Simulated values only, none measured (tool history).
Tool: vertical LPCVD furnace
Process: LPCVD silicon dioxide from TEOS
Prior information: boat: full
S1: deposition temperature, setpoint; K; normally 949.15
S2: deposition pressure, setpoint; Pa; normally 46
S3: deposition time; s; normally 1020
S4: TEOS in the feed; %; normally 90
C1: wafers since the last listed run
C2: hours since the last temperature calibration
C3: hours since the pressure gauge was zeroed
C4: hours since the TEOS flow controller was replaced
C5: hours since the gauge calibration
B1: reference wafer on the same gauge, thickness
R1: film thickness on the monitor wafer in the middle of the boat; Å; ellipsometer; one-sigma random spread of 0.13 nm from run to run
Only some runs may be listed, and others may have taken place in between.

| run | day | S1 | S2 | S3 | S4 | C1 | C2 | C3 | C4 | C5 | B1 | R1 |
|---|---|---|---|---|---|---|---|---|---|---|---|---|
| 1 | 0 | 940.15 | 46 | 1020 | 90 | 0 | 3676 | 1775.7 | 4925.9 | 121.7 | 84.53 | 745.4 |
|  | 0.529 | gauge calibrated |
| 2 | 0.662 | 940.15 | 46 | 1020 | 90 | 348 | 3691.9 | 1791.6 | 4941.8 | 3.2 | 84.6 | 747.5 |
| 3 | 1.292 | 940.15 | 46 | 1020 | 90 | 330 | 3707 | 1806.7 | 4956.9 | 18.3 | 84.59 | 745.5 |
| 4 | 1.65 | 954.15 | 46 | 1110 | 90 | 188 | 3715.6 | 1815.3 | 4965.5 | 26.9 | 84.62 | 1141.7 |
| 5 | 2.279 | 954.15 | 46 | 1110 | 90 | 330 | 3730.7 | 1830.4 | 4980.6 | 42 | 84.61 | 1143.9 |
|  | 3.838 | thermocouples replaced and temperature profile calibrated |
|  | 4.492 | TEOS flow controller replaced |
|  | 4.912 | pressure gauge zeroed |
| 6 | 4.933 | 949.15 | 46 | 1260 | 90 | 305 | 26.3 | 0.5 | 10.6 | 105.7 | 84.69 | 1036.4 |
| 7 | 5.062 | 949.15 | 46 | 1260 | 90 | 67 | 29.4 | 3.6 | 13.7 | 108.8 | 84.52 | 1033.5 |
| 8 | 5.192 | 949.15 | 46 | 1260 | 90 | 67 | 32.5 | 6.7 | 16.8 | 111.9 | 84.59 | 1036.7 |
|  | 5.233 | gauge calibrated |
| 9 | 5.321 | 949.15 | 46 | 1020 | 90 | 67 | 35.6 | 9.8 | 19.9 | 2.1 | 84.62 | 837.7 |
| 10 | 5.446 | 949.15 | 46 | 1020 | 90 | 65 | 38.6 | 12.8 | 22.9 | 5.1 | 84.6 | 837.8 |
| 11 | 5.775 | 949.15 | 46 | 1020 | 90 | 172 | 46.5 | 20.7 | 30.8 | 13 | 84.58 | 839.2 |
| 12 | 6.254 | 949.15 | 46 | 1020 | 90 | 251 | 58 | 32.2 | 42.3 | 24.5 | 84.59 | 838.8 |
| 13 | 6.654 | 958.15 | 52.7 | 1110 | 81 | 210 | 67.6 | 41.8 | 51.9 | 34.1 | 84.67 | 1154.6 |
| 14 | 7.062 | 949.15 | 46 | 1020 | 90 | 214 | 77.4 | 51.6 | 61.7 | 43.9 | 84.62 | 839.7 |
| 15 | 7.938 | 949.15 | 38 | 690 | 90 | 459 | 98.4 | 72.6 | 82.7 | 64.9 | 84.58 | 515.9 |
| 16 | 8.242 | 949.15 | 49.3 | 1020 | 90 | 159 | 105.7 | 79.9 | 90 | 72.2 | 84.67 | 872.2 |
| 17 | 8.692 | 949.15 | 42 | 1230 | 90 | 236 | 116.5 | 90.7 | 100.8 | 83 | 84.57 | 968.9 |

Run 18, settings as shown, results not yet in. Your forecast:
| 18 | 9.079 | 943.15 | 37.3 | 750 | 96 | 203 | 125.8 | 100 | 110.1 | 92.3 | ? | ? |

Run 18 yielded B1 84.63, R1 496.9 Å.
If the tool had no hidden condition, the same run with the same run-to-run variation would have returned R1 493.3 Å.
